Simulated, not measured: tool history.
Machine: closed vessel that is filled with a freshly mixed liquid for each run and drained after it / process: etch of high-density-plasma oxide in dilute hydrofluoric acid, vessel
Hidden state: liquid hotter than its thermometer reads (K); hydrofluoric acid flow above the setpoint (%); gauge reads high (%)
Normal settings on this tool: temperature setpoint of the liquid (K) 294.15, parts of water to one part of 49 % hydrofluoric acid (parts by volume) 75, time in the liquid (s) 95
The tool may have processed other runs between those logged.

| run | hour | temperature setpoint of the liquid (K) | parts of water to one part of 49 % hydrofluoric acid (parts by volume) | time in the liquid (s) | wafers since the last listed run | hours since the thermometer was replaced | hours since the hydrofluoric acid flow meter was replaced | hours since the gauge calibration | read-back film thickness of the high-density-plasma oxide reference wafer, read on the same gauge (nm) | thickness taken off the high-density-plasma oxide on a monitor wafer (Å) |
|---|---|---|---|---|---|---|---|---|---|---|
| 1 | 0.0 | 294.15 | 75 | 95 | 0 | 1931.0 | 487.7 | 743.5 | 30.00 | 68.6 |
| 2 | 37.1 | 294.15 | 75 | 95 | 2547 | 1968.1 | 524.8 | 780.6 | 30.00 | 68.5 |
| 3 | 86.5 | 294.15 | 75 | 95 | 3391 | 2017.5 | 574.2 | 830.0 | 30.03 | 68.9 |
| 4 | 147.6 | 294.15 | 75 | 95 | 4195 | 2078.6 | 635.3 | 891.1 | 30.00 | 68.0 |
| 5 | 202.9 | 295.15 | 65 | 95 | 3797 | 2133.9 | 690.6 | 946.4 | 30.01 | 82.5 |
| 6 | 263.8 | 295.15 | 65 | 95 | 4181 | 2194.8 | 751.5 | 1007.3 | 30.01 | 83.0 |
| 7 | 299.2 | 295.15 | 65 | 95 | 2430 | 2230.2 | 786.9 | 1042.7 | 30.03 | 83.0 |
| 8 | 349.6 | 291.15 | 75 | 50 | 3460 | 2280.6 | 837.3 | 1093.1 | 30.05 | 31.5 |
| 9 | 420.8 | 291.15 | 75 | 50 | 4888 | 2351.8 | 908.5 | 1164.3 | 30.00 | 31.4 |
| 10 | 446.2 | 291.15 | 75 | 50 | 1744 | 2377.2 | 933.9 | 1189.7 | 30.03 | 31.7 |
|  | 464.5 | gauge calibrated |
| 11 | 499.0 | 294.15 | 75 | 95 | 3625 | 2430.0 | 986.7 | 34.5 | 30.02 | 68.2 |
| 12 | 550.7 | 294.15 | 75 | 120 | 3549 | 2481.7 | 1038.4 | 86.2 | 29.97 | 86.1 |
| 13 | 621.5 | 290.65 | 95 | 70 | 4861 | 2552.5 | 1109.2 | 157.0 | 30.02 | 33.7 |
|  | 643.0 | thermometer replaced |
| 14 | 662.1 | 296.65 | 40 | 140 | 2719 | 19.1 | 1149.8 | 197.6 | 30.01 | 219.1 |
| 15 | 724.3 | 292.15 | 50 | 60 | 4270 | 81.3 | 1212.0 | 259.8 | 29.98 | 61.6 |
|  | 727.7 | hydrofluoric acid flow meter replaced |
| 16 | 767.7 | 294.15 | 75 | 95 | 2911 | 124.7 | 40.0 | 303.2 | 30.01 | 68.8 |
| 17 | 813.7 | 298.15 | 90 | 135 | 3158 | 170.7 | 86.0 | 349.2 | 30.04 | 93.2 |
| 18 | 860.0 | 294.15 | 75 | 95 | 3179 | 217.0 | 132.3 | 395.5 | 29.98 | 68.4 |
| 19 | 886.3 | 294.15 | 75 | 95 | 1805 | 243.3 | 158.6 | 421.8 | 30.00 | 67.3 |
| 20 | 953.0 | 292.65 | 90 | 120 | 4579 | 310.0 | 225.3 | 488.5 | 29.96 | 66.4 |
| 21 | 984.7 | 292.15 | 85 | 60 | 2176 | 341.7 | 257.0 | 520.2 | 30.01 | 34.5 |

Here are 5 independent what-if runs from the current tool condition. What would each one return?
| A | 985.4 | 294.15 | 75 | 95 | 48 | 342.4 | 257.7 | 520.9 | ? | ? |
| B | 985.4 | 291.65 | 75 | 95 | 48 | 342.4 | 257.7 | 520.9 | ? | ? |
| C | 985.4 | 297.65 | 100 | 120 | 48 | 342.4 | 257.7 | 520.9 | ? | ? |
| D | 985.4 | 294.15 | 60 | 130 | 48 | 342.4 | 257.7 | 520.9 | ? | ? |
| E | 985.4 | 297.15 | 75 | 95 | 48 | 342.4 | 257.7 | 520.9 | ? | ? |

| run | read-back film thickness of the high-density-plasma oxide reference wafer, read on the same gauge (nm) | thickness taken off the high-density-plasma oxide on a monitor wafer (Å) |
|---|---|---|
| A | 29.98 | 67.9 |
| B | 29.98 | 61.2 |
| C | 29.98 | 71.9 |
| D | 29.98 | 118.3 |
| E | 29.98 | 76.8 |
What these runs would have given with no unlogged condition in the tool:
| run | thickness taken off the high-density-plasma oxide on a monitor wafer (Å) |
|---|---|
| A | 67.9 |
| B | 61.2 |
| C | 71.9 |
| D | 118.3 |
| E | 76.8 |
